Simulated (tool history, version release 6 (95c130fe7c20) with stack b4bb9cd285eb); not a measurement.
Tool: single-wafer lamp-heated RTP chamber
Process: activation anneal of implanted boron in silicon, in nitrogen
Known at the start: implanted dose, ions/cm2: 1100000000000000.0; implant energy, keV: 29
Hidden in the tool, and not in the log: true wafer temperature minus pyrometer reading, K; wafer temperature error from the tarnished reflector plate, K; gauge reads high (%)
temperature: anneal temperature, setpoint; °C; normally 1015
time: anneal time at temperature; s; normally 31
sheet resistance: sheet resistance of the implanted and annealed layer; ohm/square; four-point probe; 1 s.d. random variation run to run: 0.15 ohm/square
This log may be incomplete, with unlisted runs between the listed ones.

run   hour  temperature  time  wafers since the last listed run  wafers since the last pyrometer calibration  wafers since the reflector plate was cleaned  hours since the gauge calibration  read-back reference wafer on the same gauge, sheet resistance  sheet resistance
  1      0         1015    16                                 0                                         1853                                          4857                              339.7                                                          86.03            100.57
  2   14.1         1015    31                               210                                         2063                                          5067                              353.8                                                          85.98             99.91
  3   53.5         1027    21                               586                                         2650                                          5654                              393.2                                                          85.93             99.07
  4   66.7         1027    21                               196                                         2847                                          5851                              406.4                                                          85.96             99.08
  5   76.6          993    31                               147                                         2994                                          5998                              416.3                                                             86            102.21
  6   90.8          993    31                               211                                         3206                                          6210                              430.5                                                             86            101.87
  7  107.9          993    31                               254                                         3460                                          6464                              447.6                                                          85.96            101.95
  8  125.3         1015    31                               259                                         3720                                          6724                                465                                                          85.97              99.4
  9  140.7         1015    31                               229                                         3949                                          6953                              480.4                                                          86.03             99.33
 10    149         1015    31                               123                                         4073                                          7077                              488.7                                                          85.98             99.25
 11    162         1015    31                               193                                         4266                                          7270                              501.7                                                          86.04             99.17
 12  172.3         1015    31                               153                                         4420                                          7424                                512                                                          85.97             99.08
 13  184.4         1015    31                               180                                         4600                                          7604                              524.1                                                          86.02             99.12
 14  193.8         1015    31                               140                                         4740                                          7744                              533.5                                                          85.96             98.94
 15  211.1         1002    31                               257                                         4998                                          8002                              550.8                                                          85.98             99.84
       224  -- pyrometer window cleaned and pyrometer calibrated
 16  260.1         1015    31                               610                                          537                                          8612                              599.8                                                          86.01             99.37
     268.4  -- gauge calibrated
 17  271.9         1015    31                               175                                          713                                          8788                                3.5                                                             86             99.68
 18  290.5         1015    31                               277                                          990                                          9065                               22.1                                                          86.01             99.37
 19  301.8         1015    13                               168                                         1158                                          9234                               33.4                                                          85.95             100.3
 20  314.6         1006    38                               190                                         1349                                          9424                               46.2                                                          86.02            100.19
 21  329.3         1031    48                               218                                         1568                                          9643                               60.9                                                          85.98             97.84
     340.1  -- reflector plate cleaned
 22  353.6          988    31                               242                                         1811                                           201                               85.2                                                          85.98            104.78
 23  367.2          991    25                               202                                         2013                                           403                               98.8                                                          85.99            104.33
 24  373.6         1015    31                                95                                         2109                                           499                              105.2                                                          85.98             99.87
 25  390.2         1005    25                               247                                         2356                                           746                              121.8                                                          85.96            101.34
 26  401.1          993    19                               162                                         2518                                           908                              132.7                                                          85.98            104.35
 27  412.7         1040    22                               172                                         2691                                          1081                              144.3                                                          85.96             98.55
 28  427.1         1031    31                               214                                         2906                                          1296                              158.7                                                          85.99             98.95
 29  439.9         1038    39                               190                                         3096                                          1486                              171.5                                                          86.06             97.62
 30  446.3         1015    31                                95                                         3192                                          1582                              177.9                                                          86.01             99.73
 31  462.9          991    20                               247                                         3439                                          1829                              194.5                                                          85.97            104.15
 32  480.9         1001    23                               268                                         3707                                          2097                              212.5                                                          85.94             101.4
 33  497.8         1044    23                               251                                         3959                                          2349                              229.4                                                          85.98             98.28
 34    504         1015    31                                92                                         4051                                          2441                              235.6                                                          86.01             99.53
 35  550.9         1015    31                               698                                         4750                                          3140                              282.5                                                          85.97             99.33
 36  564.7         1029    31                               205                                         4955                                          3345                              296.3                                                          85.99             98.35

Describe how what the log doesn't record of the tool's condition differs between the last listed run preceding each entry between runs and the first listed run following it.
Logged between run 15 and run 16: pyrometer window cleaned and pyrometer calibrated (hour 224)
  true wafer temperature minus pyrometer reading, K: 9.96 -> 0.659; wafer temperature error from the tarnished reflector plate, K: 5.59 -> 6.46
  measured result minus the result with no hidden state, sheet resistance: -2.03 -> -0.64 ohm/square
Logged between run 16 and run 17: gauge calibrated (hour 268.4)
  true wafer temperature minus pyrometer reading, K: 0.659 -> 0.742; wafer temperature error from the tarnished reflector plate, K: 6.46 -> 6.68
  measured result minus the result with no hidden state, sheet resistance: -0.64 -> -0.66 ohm/square
Logged between run 21 and run 22: reflector plate cleaned (hour 340.1)
  true wafer temperature minus pyrometer reading, K: 1.48 -> 1.95; wafer temperature error from the tarnished reflector plate, K: 7.82 -> 0.517
  measured result minus the result with no hidden state, sheet resistance: -0.66 -> -0.86 ohm/square
